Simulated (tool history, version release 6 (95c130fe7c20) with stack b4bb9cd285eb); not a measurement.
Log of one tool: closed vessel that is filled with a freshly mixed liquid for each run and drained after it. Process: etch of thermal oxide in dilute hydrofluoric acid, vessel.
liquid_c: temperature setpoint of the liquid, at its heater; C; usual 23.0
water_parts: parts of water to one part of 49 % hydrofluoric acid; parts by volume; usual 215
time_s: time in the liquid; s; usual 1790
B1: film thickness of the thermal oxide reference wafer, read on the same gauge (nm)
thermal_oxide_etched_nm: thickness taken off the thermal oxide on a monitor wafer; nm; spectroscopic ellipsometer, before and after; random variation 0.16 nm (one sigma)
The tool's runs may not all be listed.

run 1 hour=0.0 | liquid_c=23.0 water_parts=215 time_s=1790 | B1=99.98 | thermal_oxide_etched_nm=33.81
run 2 hour=61.4 | liquid_c=23.0 water_parts=215 time_s=1790 | B1=100.00 | thermal_oxide_etched_nm=33.90
run 3 hour=99.9 | liquid_c=23.0 water_parts=215 time_s=1790 | B1=99.99 | thermal_oxide_etched_nm=33.62
run 4 hour=156.4 | liquid_c=22.0 water_parts=215 time_s=1790 | B1=99.98 | thermal_oxide_etched_nm=32.84
run 5 hour=210.9 | liquid_c=23.0 water_parts=215 time_s=1790 | B1=100.01 | thermal_oxide_etched_nm=34.14
run 6 hour=250.3 | liquid_c=23.0 water_parts=215 time_s=1790 | B1=100.05 | thermal_oxide_etched_nm=33.84
-- hour=295.6 gauge calibrated
run 7 hour=316.4 | liquid_c=23.0 water_parts=215 time_s=1790 | B1=99.99 | thermal_oxide_etched_nm=33.63
run 8 hour=388.1 | liquid_c=23.0 water_parts=215 time_s=1790 | B1=100.02 | thermal_oxide_etched_nm=34.00
-- hour=429.6 thermometer replaced
run 9 hour=442.6 | liquid_c=23.0 water_parts=215 time_s=1790 | B1=99.93 | thermal_oxide_etched_nm=33.96
run 10 hour=546.9 | liquid_c=23.0 water_parts=215 time_s=940 | B1=99.99 | thermal_oxide_etched_nm=17.80
run 11 hour=611.5 | liquid_c=21.5 water_parts=300 time_s=1010 | B1=99.98 | thermal_oxide_etched_nm=11.91
-- hour=635.9 hydrofluoric acid flow meter replaced
run 12 hour=636.7 | liquid_c=20.5 water_parts=215 time_s=2565 | B1=99.97 | thermal_oxide_etched_nm=44.46
run 13 hour=673.1 | liquid_c=21.0 water_parts=305 time_s=1190 | B1=99.97 | thermal_oxide_etched_nm=13.56
run 14 hour=717.2 | liquid_c=23.0 water_parts=215 time_s=1790 | B1=100.02 | thermal_oxide_etched_nm=34.16
run 15 hour=758.2 | liquid_c=23.0 water_parts=215 time_s=815 | B1=100.03 | thermal_oxide_etched_nm=15.48
run 16 hour=818.5 | liquid_c=26.0 water_parts=250 time_s=2210 | B1=100.03 | thermal_oxide_etched_nm=38.66
run 17 hour=842.8 | liquid_c=25.0 water_parts=125 time_s=1790 | B1=100.02 | thermal_oxide_etched_nm=69.43

Forecast each of these 5 alternatives for the next run:
run A hour=843.9 | liquid_c=24.5 water_parts=215 time_s=1790 | B1=? | thermal_oxide_etched_nm=?
run B hour=843.9 | liquid_c=20.0 water_parts=245 time_s=2075 | B1=? | thermal_oxide_etched_nm=?
run C hour=843.9 | liquid_c=23.0 water_parts=295 time_s=1790 | B1=? | thermal_oxide_etched_nm=?
run D hour=843.9 | liquid_c=28.0 water_parts=245 time_s=1790 | B1=? | thermal_oxide_etched_nm=?
run E hour=843.9 | liquid_c=26.5 water_parts=295 time_s=1145 | B1=? | thermal_oxide_etched_nm=?

run=A B1=99.96 thermal_oxide_etched_nm=35.93
run=B B1=99.96 thermal_oxide_etched_nm=30.03
run=C B1=99.96 thermal_oxide_etched_nm=22.89
run=D B1=99.96 thermal_oxide_etched_nm=34.53
run=E B1=99.96 thermal_oxide_etched_nm=16.52
Without the tool's hidden state the same runs would have given:
run=A thermal_oxide_etched_nm=35.93
run=B thermal_oxide_etched_nm=30.03
run=C thermal_oxide_etched_nm=22.89
run=D thermal_oxide_etched_nm=34.53
run=E thermal_oxide_etched_nm=16.52
